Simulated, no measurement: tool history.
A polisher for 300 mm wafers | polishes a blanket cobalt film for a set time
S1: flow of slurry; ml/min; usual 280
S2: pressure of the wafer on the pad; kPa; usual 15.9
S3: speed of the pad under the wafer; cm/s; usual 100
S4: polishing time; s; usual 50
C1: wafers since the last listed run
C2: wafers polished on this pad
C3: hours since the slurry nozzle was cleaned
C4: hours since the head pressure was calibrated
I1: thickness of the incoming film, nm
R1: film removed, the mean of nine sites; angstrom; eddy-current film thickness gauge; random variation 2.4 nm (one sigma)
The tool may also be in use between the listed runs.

run   hour   S1    S2   S3  S4   C1    C2     C3     C4      I1    R1
  1      0  245  15.9  100  50    0   958  514.9  337.5  1121.7  2437
       9.2  -- worn pad replaced by a new one
  2   16.5  245  15.9  100  50  104    60  531.4    354  1107.2  2573
  3   22.7  245  15.9  100  50   51   112  537.6  360.2  1116.1  2558
  4   33.4  345  15.9  100  63   89   201  548.3  370.9  1122.8  3344
  5   40.7  345  15.9  100  63   60   262  555.6  378.2  1110.2  3366
  6   54.5  280  15.9  100  50  115   377  569.4    392  1101.1  2534
  7   72.3  280  15.9  100  50  148   526  587.2  409.8  1127.6  2559
      76.4  -- head pressure recalibrated
  8   78.9  280  15.9  100  50   38   564  593.8    2.5  1112.8  2549
  9   85.3  280  15.9  100  50   53   618  600.2    8.9  1115.3  2543
 10  100.5  280  15.9  100  50  126   744  615.4   24.1  1096.5  2497
 11  118.3  280  15.9  100  50  148   893  633.2   41.9  1093.5  2443
     132.2  -- worn pad replaced by a new one
 12  132.7  280  15.9  100  50   86     4  647.6   56.3  1089.4  2584
 13  148.4  280  15.9  100  50  130   135  663.3     72  1104.1  2581
 14  161.3  280  15.9   82  39  107   243  676.2   84.9  1105.9  1763
 15  175.2  210  15.9  136  68  115   358  690.1   98.8  1095.6  4283
 16  186.6  240  15.9   74  65   95   454  701.5  110.2  1131.5  2680
 17  197.3  185    20  112  50   89   543  712.2  120.9  1117.5  3260
 18  214.1  225  15.9  100  50  140   683    729  137.7  1107.9  2493
     223.6  -- slurry nozzle cleaned
 19  227.5  240  14.5  100  39  103   786    3.9  151.1  1108.5  1758
 20  234.5  280  13.1  100  50   58   845   10.9  158.1    1097  2046
 21  245.7  280  15.9  110  50   93   938   22.1  169.3  1115.7  2644
 22    258  345  18.6  112  50  102  1041   34.4  181.6  1111.2  3148
     268.9  -- worn pad replaced by a new one
 23  275.3  280  15.9  100  50  110    53   51.7  198.9  1118.5  2608
 24    287  280  15.9  100  50   97   151   63.4  210.6  1109.7  2607
 25  293.3  280  15.9   86  50   52   203   69.7  216.9  1104.4  2334
 26  302.8  205  17.9  134  59   79   282   79.2  226.4  1129.1  4134
 27  311.9  220  15.9   66  50   75   358   88.3  235.5  1104.3  1933
 28  319.7  355    11  100  56   65   423   96.1  243.3  1106.2  2066
 29  337.1  330  17.9  136  36  145   569  113.5  260.7  1115.6  2621
 30  350.4  280  15.9  126  50  110   680  126.8    274  1105.7  3035
 31  361.7  280  15.9  100  50   94   774  138.1  285.3  1102.8  2484
 32    373  280  15.9  100  50   94   868  149.4  296.6  1117.7  2473
 33  385.9  280  15.9  130  50  107   976  162.3  309.5  1120.7  2981
     412.5  -- worn pad replaced by a new one
 34  417.7  315  15.9  100  50  231    43  194.1  341.3    1102  2629
 35  424.9  280  15.9  120  50   60   103  201.3  348.5  1102.8  2985
 36  434.8  280  15.9  100  58   82   185  211.2  358.4  1106.8  3027
 37  451.4  280  10.3  100  66  138   324  227.8    375  1116.7  2206
 38  458.8  280  13.1  100  38   61   386  235.2  382.4  1114.4  1653

The same runs without the tool's hidden state, with the same run-to-run variation:
The hidden state here: removal rate lost through wear of the pad, %; slurry flow missing at the pad, %; deviation of the head's pressure from its setpoint, %.
run    R1
  1  2591
  2  2588
  3  2574
  4  3371
  5  3398
  6  2570
  7  2616
  8  2615
  9  2619
 10  2600
 11  2582
 12  2600
 13  2600
 14  1780
 15  4343
 16  2729
 17  3338
 18  2579
 19  1837
 20  2151
 21  2808
 22  3386
 23  2629
 24  2631
 25  2359
 26  4187
 27  1964
 28  2105
 29  2693
 30  3145
 31  2596
 32  2609
 33  3183
 34  2641
 35  3000
 36  3046
 37  2230
 38  1674

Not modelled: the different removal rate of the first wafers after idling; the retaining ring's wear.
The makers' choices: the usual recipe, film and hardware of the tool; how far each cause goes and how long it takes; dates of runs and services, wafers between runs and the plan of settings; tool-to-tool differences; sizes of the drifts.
